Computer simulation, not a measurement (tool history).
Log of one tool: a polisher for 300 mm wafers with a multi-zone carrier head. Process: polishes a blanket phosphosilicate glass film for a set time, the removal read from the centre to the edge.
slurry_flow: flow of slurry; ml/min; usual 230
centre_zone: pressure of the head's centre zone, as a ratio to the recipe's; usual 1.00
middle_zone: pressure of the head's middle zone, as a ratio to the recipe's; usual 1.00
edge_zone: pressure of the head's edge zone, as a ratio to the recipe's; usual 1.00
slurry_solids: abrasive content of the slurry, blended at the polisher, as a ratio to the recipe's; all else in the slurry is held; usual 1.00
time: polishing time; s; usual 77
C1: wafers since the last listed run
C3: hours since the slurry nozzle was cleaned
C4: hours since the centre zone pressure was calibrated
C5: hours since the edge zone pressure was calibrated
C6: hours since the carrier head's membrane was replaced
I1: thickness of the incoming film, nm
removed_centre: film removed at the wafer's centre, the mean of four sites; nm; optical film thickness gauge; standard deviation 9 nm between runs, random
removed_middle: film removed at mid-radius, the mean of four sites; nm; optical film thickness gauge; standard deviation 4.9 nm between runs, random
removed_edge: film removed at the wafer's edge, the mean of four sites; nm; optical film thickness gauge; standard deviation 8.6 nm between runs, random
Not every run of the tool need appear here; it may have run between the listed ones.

run 1 hour=0.0 | slurry_flow=230 centre_zone=1.00 middle_zone=1.00 edge_zone=1.00 slurry_solids=1.00 time=77 | C1=0 wafers_polished_on_this_pad=1207 C3=265.3 C4=182.5 C5=1058.4 C6=436.2 | I1=2057.3 | removed_centre=652.7 removed_middle=623.8 removed_edge=614.0
-- hour=78.1 edge zone pressure recalibrated
run 2 hour=96.7 | slurry_flow=230 centre_zone=1.07 middle_zone=1.00 edge_zone=1.00 slurry_solids=1.00 time=77 | C1=724 wafers_polished_on_this_pad=1931 C3=362.0 C4=279.2 C5=18.6 C6=532.9 | I1=2051.8 | removed_centre=691.2 removed_middle=618.1 removed_edge=622.4
run 3 hour=204.3 | slurry_flow=230 centre_zone=1.07 middle_zone=1.00 edge_zone=1.00 slurry_solids=1.00 time=77 | C1=823 wafers_polished_on_this_pad=2754 C3=469.6 C4=386.8 C5=126.2 C6=640.5 | I1=2102.7 | removed_centre=695.1 removed_middle=616.6 removed_edge=645.1
-- hour=215.3 worn pad replaced by a new one
run 4 hour=279.1 | slurry_flow=230 centre_zone=1.00 middle_zone=1.00 edge_zone=1.00 slurry_solids=1.00 time=77 | C1=541 wafers_polished_on_this_pad=488 C3=544.4 C4=461.6 C5=201.0 C6=715.3 | I1=2047.1 | removed_centre=643.5 removed_middle=613.0 removed_edge=635.7
run 5 hour=345.0 | slurry_flow=230 centre_zone=1.00 middle_zone=1.00 edge_zone=1.00 slurry_solids=1.00 time=77 | C1=504 wafers_polished_on_this_pad=992 C3=610.3 C4=527.5 C5=266.9 C6=781.2 | I1=2099.2 | removed_centre=682.0 removed_middle=610.2 removed_edge=627.6
run 6 hour=388.8 | slurry_flow=230 centre_zone=1.00 middle_zone=1.00 edge_zone=1.00 slurry_solids=1.00 time=77 | C1=335 wafers_polished_on_this_pad=1327 C3=654.1 C4=571.3 C5=310.7 C6=825.0 | I1=2045.7 | removed_centre=697.0 removed_middle=623.4 removed_edge=625.2
run 7 hour=475.0 | slurry_flow=230 centre_zone=1.00 middle_zone=1.00 edge_zone=1.00 slurry_solids=1.00 time=77 | C1=659 wafers_polished_on_this_pad=1986 C3=740.3 C4=657.5 C5=396.9 C6=911.2 | I1=2075.7 | removed_centre=693.6 removed_middle=621.5 removed_edge=637.5
-- hour=487.4 carrier head's membrane replaced by a new one
-- hour=545.2 centre zone pressure recalibrated
-- hour=559.6 slurry nozzle cleaned
-- hour=560.1 worn pad replaced by a new one
run 8 hour=562.2 | slurry_flow=230 centre_zone=1.00 middle_zone=1.00 edge_zone=1.00 slurry_solids=1.00 time=77 | C1=602 wafers_polished_on_this_pad=16 C3=2.6 C4=17.0 C5=484.1 C6=74.8 | I1=2037.7 | removed_centre=619.6 removed_middle=621.1 removed_edge=637.1
run 9 hour=631.7 | slurry_flow=230 centre_zone=1.00 middle_zone=1.00 edge_zone=1.00 slurry_solids=1.00 time=77 | C1=531 wafers_polished_on_this_pad=547 C3=72.1 C4=86.5 C5=553.6 C6=144.3 | I1=2101.4 | removed_centre=626.5 removed_middle=623.9 removed_edge=627.2
run 10 hour=689.6 | slurry_flow=230 centre_zone=1.00 middle_zone=1.00 edge_zone=1.00 slurry_solids=1.30 time=77 | C1=442 wafers_polished_on_this_pad=990 C3=130.0 C4=144.4 C5=611.5 C6=202.2 | I1=2037.7 | removed_centre=723.0 removed_middle=694.6 removed_edge=698.5
run 11 hour=741.0 | slurry_flow=230 centre_zone=1.00 middle_zone=1.00 edge_zone=1.00 slurry_solids=1.00 time=77 | C1=393 wafers_polished_on_this_pad=1383 C3=181.4 C4=195.8 C5=662.9 C6=253.6 | I1=2080.8 | removed_centre=637.8 removed_middle=620.9 removed_edge=625.0
run 12 hour=793.4 | slurry_flow=230 centre_zone=1.00 middle_zone=1.00 edge_zone=0.92 slurry_solids=1.00 time=77 | C1=400 wafers_polished_on_this_pad=1784 C3=233.8 C4=248.2 C5=715.3 C6=306.0 | I1=2054.7 | removed_centre=657.2 removed_middle=624.5 removed_edge=604.4
run 13 hour=864.8 | slurry_flow=155 centre_zone=1.00 middle_zone=1.08 edge_zone=1.07 slurry_solids=1.00 time=62 | C1=546 wafers_polished_on_this_pad=2330 C3=305.2 C4=319.6 C5=786.7 C6=377.4 | I1=2115.1 | removed_centre=475.1 removed_middle=497.3 removed_edge=491.7
-- hour=898.6 worn pad replaced by a new one
run 14 hour=911.2 | slurry_flow=230 centre_zone=1.06 middle_zone=1.04 edge_zone=1.00 slurry_solids=1.00 time=77 | C1=324 wafers_polished_on_this_pad=96 C3=351.6 C4=366.0 C5=833.1 C6=423.8 | I1=2081.1 | removed_centre=695.5 removed_middle=635.2 removed_edge=628.4
run 15 hour=950.1 | slurry_flow=190 centre_zone=1.06 middle_zone=1.00 edge_zone=1.00 slurry_solids=1.25 time=77 | C1=297 wafers_polished_on_this_pad=394 C3=390.5 C4=404.9 C5=872.0 C6=462.7 | I1=2064.0 | removed_centre=722.7 removed_middle=665.5 removed_edge=678.0
run 16 hour=1017.7 | slurry_flow=230 centre_zone=1.00 middle_zone=1.00 edge_zone=1.00 slurry_solids=1.00 time=77 | C1=517 wafers_polished_on_this_pad=911 C3=458.1 C4=472.5 C5=939.6 C6=530.3 | I1=2072.8 | removed_centre=660.1 removed_middle=610.6 removed_edge=635.9
-- hour=1062.1 edge zone pressure recalibrated
run 17 hour=1083.4 | slurry_flow=230 centre_zone=1.00 middle_zone=0.94 edge_zone=1.00 slurry_solids=1.00 time=77 | C1=487 wafers_polished_on_this_pad=1398 C3=523.8 C4=538.2 C5=21.3 C6=596.0 | I1=2048.7 | removed_centre=664.1 removed_middle=599.6 removed_edge=633.2
run 18 hour=1159.3 | slurry_flow=255 centre_zone=1.00 middle_zone=1.00 edge_zone=1.00 slurry_solids=1.00 time=77 | C1=580 wafers_polished_on_this_pad=1979 C3=599.7 C4=614.1 C5=97.2 C6=671.9 | I1=2098.3 | removed_centre=695.5 removed_middle=628.1 removed_edge=625.2
run 19 hour=1220.8 | slurry_flow=230 centre_zone=1.06 middle_zone=1.00 edge_zone=1.11 slurry_solids=1.00 time=77 | C1=470 wafers_polished_on_this_pad=2449 C3=661.2 C4=675.6 C5=158.7 C6=733.4 | I1=2077.6 | removed_centre=723.3 removed_middle=620.2 removed_edge=648.6
-- hour=1246.9 worn pad replaced by a new one
run 20 hour=1306.0 | slurry_flow=265 centre_zone=1.00 middle_zone=1.00 edge_zone=0.93 slurry_solids=1.00 time=77 | C1=621 wafers_polished_on_this_pad=451 C3=746.4 C4=760.8 C5=243.9 C6=818.6 | I1=2050.8 | removed_centre=700.5 removed_middle=639.1 removed_edge=601.7

Here are 5 independent what-if runs from the current tool condition. What would each one return?
run A hour=1306.4 | slurry_flow=230 centre_zone=1.00 middle_zone=1.00 edge_zone=1.00 slurry_solids=1.00 time=93 | C1=3 wafers_polished_on_this_pad=455 C3=746.8 C4=761.2 C5=244.3 C6=819.0 | I1=2068.3 | removed_centre=? removed_middle=? removed_edge=?
run B hour=1306.4 | slurry_flow=230 centre_zone=1.00 middle_zone=0.91 edge_zone=1.00 slurry_solids=1.10 time=77 | C1=3 wafers_polished_on_this_pad=455 C3=746.8 C4=761.2 C5=244.3 C6=819.0 | I1=2068.3 | removed_centre=? removed_middle=? removed_edge=?
run C hour=1306.4 | slurry_flow=230 centre_zone=1.00 middle_zone=0.89 edge_zone=1.00 slurry_solids=1.30 time=77 | C1=3 wafers_polished_on_this_pad=455 C3=746.8 C4=761.2 C5=244.3 C6=819.0 | I1=2068.3 | removed_centre=? removed_middle=? removed_edge=?
run D hour=1306.4 | slurry_flow=290 centre_zone=0.91 middle_zone=1.00 edge_zone=1.00 slurry_solids=1.00 time=77 | C1=3 wafers_polished_on_this_pad=455 C3=746.8 C4=761.2 C5=244.3 C6=819.0 | I1=2068.3 | removed_centre=? removed_middle=? removed_edge=?
run E hour=1306.4 | slurry_flow=165 centre_zone=0.91 middle_zone=1.00 edge_zone=1.00 slurry_solids=1.00 time=77 | C1=3 wafers_polished_on_this_pad=455 C3=746.8 C4=761.2 C5=244.3 C6=819.0 | I1=2068.3 | removed_centre=? removed_middle=? removed_edge=?

run=A removed_centre=867.9 removed_middle=750.9 removed_edge=748.9
run=B removed_centre=746.8 removed_middle=597.4 removed_edge=645.6
run=C removed_centre=796.5 removed_middle=625.6 removed_edge=688.9
run=D removed_centre=681.8 removed_middle=639.9 removed_edge=633.6
run=E removed_centre=620.0 removed_middle=587.8 removed_edge=594.6
The same runs, with their run-to-run variation unchanged, on a tool lacking any hidden condition would have given:
run=A removed_centre=776.6 removed_middle=751.4 removed_edge=748.9
run=B removed_centre=668.2 removed_middle=597.8 removed_edge=645.6
run=C removed_centre=712.7 removed_middle=626.0 removed_edge=688.9
run=D removed_centre=609.5 removed_middle=640.2 removed_edge=633.6
run=E removed_centre=554.3 removed_middle=588.1 removed_edge=594.6
